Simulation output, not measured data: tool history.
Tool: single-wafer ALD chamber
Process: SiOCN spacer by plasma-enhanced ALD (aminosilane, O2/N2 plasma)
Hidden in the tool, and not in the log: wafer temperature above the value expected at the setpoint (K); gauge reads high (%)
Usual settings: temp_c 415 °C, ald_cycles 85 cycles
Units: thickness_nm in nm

run	hour	temp_c	ald_cycles	wafers since the last listed run	hours since the last thermocouple change	hours since the gauge calibration	read-back reference wafer on the same gauge, thickness_nm	thickness_nm
1	0	415	85	0	736.1	182.1	4.566	4.673
2	49.4	415	85	143	785.5	231.5	4.569	4.698
3	81	415	85	91	817.1	263.1	4.57	4.671
4	136.1	415	85	160	872.2	318.2	4.57	4.666
5	175	415	85	112	911.1	357.1	4.573	4.708
6	244.5	415	72	201	980.6	426.6	4.573	4
7	285.9	415	85	120	1022	468	4.575	4.697
8	352.7	415	85	194	1088.8	534.8	4.574	4.716
# hour 416.2: gauge calibrated
9	420	415	85	195	1156.1	3.8	4.568	4.705
# hour 434.1: thermocouple changed; heater temperature recalibrated
10	452.1	410	85	69	18	35.9	4.572	4.674
11	479.4	415	72	79	45.3	63.2	4.569	3.896
12	537.9	402	91	169	103.8	121.7	4.571	5.17
13	577	406	85	113	142.9	160.8	4.571	4.764
14	618.1	425	72	119	184	201.9	4.569	3.751

Run 15 comes next. What will it give?
15	642.5	415	74	70	208.4	226.3	?	?

read-back reference wafer on the same gauge, thickness_nm: 4.568
thickness_nm: 4.027 nm
Without the tool's hidden state the same run would have given thickness_nm 4.028 nm.
